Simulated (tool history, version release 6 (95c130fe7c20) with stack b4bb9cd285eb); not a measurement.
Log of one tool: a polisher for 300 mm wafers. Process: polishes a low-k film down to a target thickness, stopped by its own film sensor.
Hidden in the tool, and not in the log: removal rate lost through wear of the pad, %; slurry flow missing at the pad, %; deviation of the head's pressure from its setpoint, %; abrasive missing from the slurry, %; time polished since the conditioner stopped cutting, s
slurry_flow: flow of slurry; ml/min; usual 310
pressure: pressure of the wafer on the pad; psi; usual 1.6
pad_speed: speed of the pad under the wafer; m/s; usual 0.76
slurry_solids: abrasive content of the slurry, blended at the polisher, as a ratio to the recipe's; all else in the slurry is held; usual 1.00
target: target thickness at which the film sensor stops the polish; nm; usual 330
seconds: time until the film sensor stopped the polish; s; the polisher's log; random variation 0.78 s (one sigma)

| run | hour | slurry_flow | pressure | pad_speed | slurry_solids | target | wafers since the last listed run | wafers polished on this pad | hours since the slurry nozzle was cleaned | hours since the head pressure was calibrated | hours since the slurry blender was calibrated | hours since the conditioning disc was replaced | incoming thickness of the incoming film, nm | seconds |
|---|---|---|---|---|---|---|---|---|---|---|---|---|---|---|
| 1 | 0.0 | 310 | 1.6 | 0.76 | 1.00 | 330 | 0 | 441 | 46.6 | 71.8 | 94.1 | 511.8 | 352.0 | 77.0 |
| 2 | 7.6 | 310 | 1.6 | 0.76 | 1.00 | 330 | 49 | 490 | 54.2 | 79.4 | 101.7 | 519.4 | 353.4 | 83.1 |
| 3 | 23.2 | 310 | 1.6 | 0.76 | 1.00 | 330 | 100 | 590 | 69.8 | 95.0 | 117.3 | 535.0 | 356.8 | 96.1 |
|  | 27.7 | slurry blender recalibrated |
| 4 | 34.3 | 375 | 1.6 | 0.66 | 1.00 | 330 | 58 | 649 | 80.9 | 106.1 | 6.6 | 546.1 | 354.2 | 82.6 |
| 5 | 49.4 | 310 | 1.6 | 0.60 | 1.00 | 330 | 97 | 746 | 96.0 | 121.2 | 21.7 | 561.2 | 354.8 | 92.8 |
| 6 | 55.5 | 235 | 1.8 | 0.76 | 1.00 | 330 | 39 | 786 | 102.1 | 127.3 | 27.8 | 567.3 | 344.7 | 46.2 |
| 7 | 65.7 | 310 | 1.6 | 0.96 | 1.00 | 330 | 65 | 852 | 112.3 | 137.5 | 38.0 | 577.5 | 344.4 | 42.7 |
| 8 | 79.7 | 310 | 1.6 | 0.76 | 1.00 | 330 | 90 | 942 | 126.3 | 151.5 | 52.0 | 591.5 | 351.2 | 72.0 |
| 9 | 90.2 | 240 | 1.0 | 0.76 | 1.00 | 330 | 67 | 1009 | 136.8 | 162.0 | 62.5 | 602.0 | 350.8 | 92.0 |
|  | 94.4 | conditioning disc replaced and pad reconditioned |
| 10 | 102.6 | 310 | 2.1 | 0.76 | 1.00 | 330 | 67 | 1077 | 149.2 | 174.4 | 74.9 | 8.2 | 348.4 | 54.5 |
| 11 | 120.4 | 310 | 1.6 | 0.76 | 1.00 | 330 | 114 | 1191 | 167.0 | 192.2 | 92.7 | 26.0 | 352.2 | 76.3 |
| 12 | 136.5 | 310 | 1.6 | 0.66 | 1.20 | 330 | 103 | 1295 | 183.1 | 208.3 | 108.8 | 42.1 | 351.1 | 75.5 |
| 13 | 146.4 | 310 | 1.6 | 0.76 | 1.00 | 336 | 63 | 1359 | 193.0 | 218.2 | 118.7 | 52.0 | 347.0 | 38.8 |
|  | 151.8 | worn pad replaced by a new one |
|  | 180.7 | slurry blender recalibrated |
| 14 | 181.2 | 310 | 1.6 | 0.76 | 1.10 | 333 | 185 | 176 | 227.8 | 253.0 | 0.5 | 86.8 | 349.8 | 53.6 |
| 15 | 195.8 | 310 | 1.6 | 0.76 | 1.00 | 334 | 94 | 270 | 242.4 | 267.6 | 15.1 | 101.4 | 352.8 | 62.0 |
| 16 | 209.5 | 250 | 1.6 | 0.84 | 1.25 | 323 | 88 | 359 | 256.1 | 281.3 | 28.8 | 115.1 | 352.3 | 88.8 |
| 17 | 225.5 | 310 | 1.6 | 0.76 | 0.75 | 336 | 103 | 462 | 272.1 | 297.3 | 44.8 | 131.1 | 348.1 | 43.7 |
| 18 | 236.3 | 310 | 1.6 | 0.76 | 0.80 | 330 | 69 | 531 | 282.9 | 308.1 | 55.6 | 141.9 | 343.5 | 48.1 |
| 19 | 251.3 | 310 | 1.6 | 0.76 | 1.00 | 330 | 96 | 628 | 297.9 | 323.1 | 70.6 | 156.9 | 353.1 | 79.6 |
| 20 | 258.8 | 345 | 1.2 | 0.76 | 0.85 | 330 | 48 | 677 | 305.4 | 330.6 | 78.1 | 164.4 | 350.0 | 81.0 |
| 21 | 267.7 | 310 | 1.6 | 0.76 | 1.00 | 330 | 57 | 734 | 314.3 | 339.5 | 87.0 | 173.3 | 348.5 | 63.1 |
| 22 | 280.2 | 310 | 1.6 | 0.76 | 1.00 | 330 | 80 | 815 | 326.8 | 352.0 | 99.5 | 185.8 | 348.3 | 63.2 |
| 23 | 286.5 | 275 | 1.1 | 0.98 | 0.90 | 330 | 40 | 855 | 333.1 | 358.3 | 105.8 | 192.1 | 343.3 | 49.5 |
| 24 | 292.9 | 310 | 1.6 | 0.76 | 1.00 | 330 | 41 | 896 | 339.5 | 364.7 | 112.2 | 198.5 | 350.1 | 69.5 |
|  | 295.3 | slurry blender recalibrated |
| 25 | 307.0 | 345 | 2.2 | 0.90 | 0.90 | 330 | 78 | 974 | 353.6 | 378.8 | 11.7 | 212.6 | 357.0 | 67.6 |
| 26 | 320.0 | 265 | 1.6 | 0.76 | 1.10 | 330 | 83 | 1058 | 366.6 | 391.8 | 24.7 | 225.6 | 349.7 | 63.7 |

Forecast each of these 4 alternatives for the next run:
| A | 320.4 | 240 | 1.6 | 0.76 | 1.00 | 330 | 2 | 1061 | 367.0 | 392.2 | 25.1 | 226.0 | 348.3 | ? |
| B | 320.4 | 245 | 1.0 | 0.76 | 1.00 | 330 | 2 | 1061 | 367.0 | 392.2 | 25.1 | 226.0 | 348.3 | ? |
| C | 320.4 | 310 | 1.6 | 0.76 | 1.00 | 327 | 2 | 1061 | 367.0 | 392.2 | 25.1 | 226.0 | 348.3 | ? |
| D | 320.4 | 310 | 1.6 | 0.92 | 1.00 | 330 | 2 | 1061 | 367.0 | 392.2 | 25.1 | 226.0 | 348.3 | ? |

| run | seconds |
|---|---|
| A | 61.7 |
| B | 76.2 |
| C | 68.8 |
| D | 53.0 |
Without the tool's hidden state the same runs would have given:
| run | seconds |
|---|---|
| A | 60.3 |
| B | 74.4 |
| C | 67.2 |
| D | 51.8 |
